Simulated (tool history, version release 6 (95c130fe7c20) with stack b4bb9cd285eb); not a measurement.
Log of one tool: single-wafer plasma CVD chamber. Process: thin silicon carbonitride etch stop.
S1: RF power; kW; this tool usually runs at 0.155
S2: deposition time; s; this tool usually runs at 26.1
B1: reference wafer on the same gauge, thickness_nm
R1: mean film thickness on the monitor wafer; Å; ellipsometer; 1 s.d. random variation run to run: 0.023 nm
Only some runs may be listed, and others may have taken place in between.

| run | hour | S1 | S2 | B1 | R1 |
|---|---|---|---|---|---|
| 1 | 0 | 0.145 | 26.1 | 15.31 | 149.38 |
| 2 | 24.8 | 0.145 | 26.1 | 15.294 | 149.68 |
| 3 | 40.4 | 0.145 | 26.1 | 15.316 | 149.55 |
| 4 | 100.9 | 0.155 | 26.1 | 15.294 | 152.16 |
| 5 | 117.7 | 0.155 | 26.1 | 15.301 | 152.06 |
| 6 | 133.6 | 0.145 | 22.3 | 15.303 | 127.55 |
| 7 | 150 | 0.155 | 26.1 | 15.288 | 151.66 |
| 8 | 162.6 | 0.155 | 26.1 | 15.298 | 152.24 |
| 9 | 193.3 | 0.155 | 26.1 | 15.298 | 152.21 |
| 10 | 225.7 | 0.14 | 29.6 | 15.285 | 167.89 |
| 11 | 253.4 | 0.14 | 29.6 | 15.306 | 167.28 |
| 12 | 272.7 | 0.155 | 26.1 | 15.3 | 151.62 |
| 13 | 304.9 | 0.155 | 26.1 | 15.3 | 151.39 |
| 14 | 340.7 | 0.155 | 26.1 | 15.295 | 151.43 |
| 15 | 361.2 | 0.155 | 26.1 | 15.296 | 151.6 |
|  | 376.5 | thermocouple changed; heater temperature recalibrated |
|  | 377.1 | RF generator calibrated |
| 16 | 386.4 | 0.155 | 26.1 | 15.294 | 155.04 |
| 17 | 400.7 | 0.155 | 26.1 | 15.294 | 155.11 |
| 18 | 416.2 | 0.155 | 26.1 | 15.308 | 154.79 |
| 19 | 433 | 0.155 | 26.1 | 15.311 | 154.97 |
| 20 | 455.7 | 0.17 | 26.1 | 15.299 | 158.93 |
| 21 | 488.7 | 0.14 | 22.4 | 15.311 | 129.08 |
|  | 498.4 | gauge calibrated |
| 22 | 513.1 | 0.145 | 30.6 | 15.306 | 178.18 |
|  | 526.7 | showerhead replaced |
| 23 | 541.4 | 0.155 | 21.7 | 15.308 | 128.78 |
| 24 | 567.8 | 0.17 | 28.4 | 15.291 | 172.75 |
| 25 | 600 | 0.175 | 28 | 15.302 | 171.02 |
| 26 | 627.5 | 0.14 | 23.3 | 15.302 | 134.29 |
| 27 | 663 | 0.14 | 30.1 | 15.295 | 173.3 |

The next listed run, before its measurement:
| 28 | 687.7 | 0.135 | 30.5 | ? | ? |

B1: 15.298
R1: 173.9 Å
With the hidden condition absent and the run-to-run variation left alone, this run would have shown R1 174.69 Å.

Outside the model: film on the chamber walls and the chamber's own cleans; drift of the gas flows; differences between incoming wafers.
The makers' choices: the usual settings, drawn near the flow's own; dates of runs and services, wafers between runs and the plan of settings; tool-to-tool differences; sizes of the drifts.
